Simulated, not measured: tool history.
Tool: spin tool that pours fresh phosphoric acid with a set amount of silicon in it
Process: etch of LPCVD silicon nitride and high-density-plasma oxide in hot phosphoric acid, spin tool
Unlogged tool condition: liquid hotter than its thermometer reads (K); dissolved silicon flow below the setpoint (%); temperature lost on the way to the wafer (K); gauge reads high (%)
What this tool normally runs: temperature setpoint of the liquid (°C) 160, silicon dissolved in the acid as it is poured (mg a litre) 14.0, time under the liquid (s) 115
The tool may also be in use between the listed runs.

run,hour,temperature setpoint of the liquid (°C),silicon dissolved in the acid as it is poured (mg a litre),time under the liquid (s),wafers since the last listed run,hours since the thermometer was replaced,hours since the dissolved silicon flow meter was replaced,hours since the heated supply line was repaired,hours since the gauge calibration,"read-back film thickness of the LPCVD silicon nitride reference wafer, read on the same gauge (nm)","read-back film thickness of the high-density-plasma oxide reference wafer, read on the same gauge (nm)",thickness taken off the LPCVD silicon nitride on a monitor wafer (angstrom),thickness taken off the high-density-plasma oxide on a monitor wafer (angstrom)
1,0.0,160,19.0,115,0,1384.5,828.9,49.7,1621.1,60.00,100.015,92.2,3.66
2,45.1,162,14.0,115,509,1429.6,874.0,94.8,1666.2,60.01,100.004,99.5,4.32
3,84.8,162,14.0,115,448,1469.3,913.7,134.5,1705.9,60.00,100.007,98.5,4.60
4,144.6,162,14.0,115,675,1529.1,973.5,194.3,1765.7,60.00,99.992,98.6,4.48
5,237.1,160,14.0,115,1044,1621.6,1066.0,286.8,1858.2,60.00,100.003,92.4,3.51
# hour 262.3: thermometer replaced
6,338.4,160,14.0,115,1132,76.1,1167.3,388.1,1959.5,59.99,99.996,91.3,3.52
7,413.8,162,23.0,115,851,151.5,1242.7,463.5,2034.9,60.02,99.998,97.3,3.44
8,497.1,157,20.5,150,940,234.8,1326.0,546.8,2118.2,59.99,99.972,106.5,2.66
9,584.4,160,21.0,115,986,322.1,1413.3,634.1,2205.5,60.03,100.009,90.6,2.91
10,680.4,162,14.0,115,1084,418.1,1509.3,730.1,2301.5,60.00,99.988,97.2,3.91
# hour 721.4: gauge calibrated
11,997.1,160,14.0,115,3577,734.8,1826.0,1046.8,275.7,60.00,99.983,90.4,3.45
# hour 1065.8: dissolved silicon flow meter replaced
12,1076.0,160,14.0,115,879,813.7,10.2,1125.7,354.6,60.01,99.989,90.8,3.72
# hour 1155.7: heated supply line repaired
13,1209.3,160,14.0,60,1494,947.0,143.5,53.6,487.9,59.99,99.999,48.0,1.98
14,1268.4,158,3.5,115,667,1006.1,202.6,112.7,547.0,60.00,99.999,85.9,4.22
15,1353.3,160,18.0,115,958,1091.0,287.5,197.6,631.9,60.02,99.995,91.9,3.20
16,1426.4,160,14.0,115,825,1164.1,360.6,270.7,705.0,60.02,100.001,92.3,3.41
17,1475.4,158,9.0,70,553,1213.1,409.6,319.7,754.0,60.02,99.981,52.7,2.10
18,1522.2,160,14.0,180,528,1259.9,456.4,366.5,800.8,60.00,100.028,143.7,5.57
19,1567.3,160,17.5,55,509,1305.0,501.5,411.6,845.9,60.00,100.005,44.0,1.34
20,1673.5,160,14.0,115,1199,1411.2,607.7,517.8,952.1,59.99,99.994,91.9,3.50
21,1727.8,163,20.5,150,613,1465.5,662.0,572.1,1006.4,60.02,100.001,132.5,5.24

What if the next run were any one of these 4? Each begins from the tool's condition after run 21:
A,1728.2,160,14.0,160,4,1465.9,662.4,572.5,1006.8,?,?,?,?
B,1728.2,162,19.5,115,4,1465.9,662.4,572.5,1006.8,?,?,?,?
C,1728.2,160,3.5,115,4,1465.9,662.4,572.5,1006.8,?,?,?,?
D,1728.2,160,19.0,155,4,1465.9,662.4,572.5,1006.8,?,?,?,?

run,"read-back film thickness of the LPCVD silicon nitride reference wafer, read on the same gauge (nm)","read-back film thickness of the high-density-plasma oxide reference wafer, read on the same gauge (nm)",thickness taken off the LPCVD silicon nitride on a monitor wafer (angstrom),thickness taken off the high-density-plasma oxide on a monitor wafer (angstrom)
A,59.99,100.005,128.3,5.02
B,59.99,100.005,98.6,3.62
C,59.99,100.005,92.2,4.53
D,59.99,100.005,124.3,4.27
The same runs, with their run-to-run variation unchanged, on a tool lacking any hidden condition would have given:
run,thickness taken off the LPCVD silicon nitride on a monitor wafer (angstrom),thickness taken off the high-density-plasma oxide on a monitor wafer (angstrom)
A,127.5,4.95
B,98.0,3.57
C,91.6,4.46
D,123.5,4.21

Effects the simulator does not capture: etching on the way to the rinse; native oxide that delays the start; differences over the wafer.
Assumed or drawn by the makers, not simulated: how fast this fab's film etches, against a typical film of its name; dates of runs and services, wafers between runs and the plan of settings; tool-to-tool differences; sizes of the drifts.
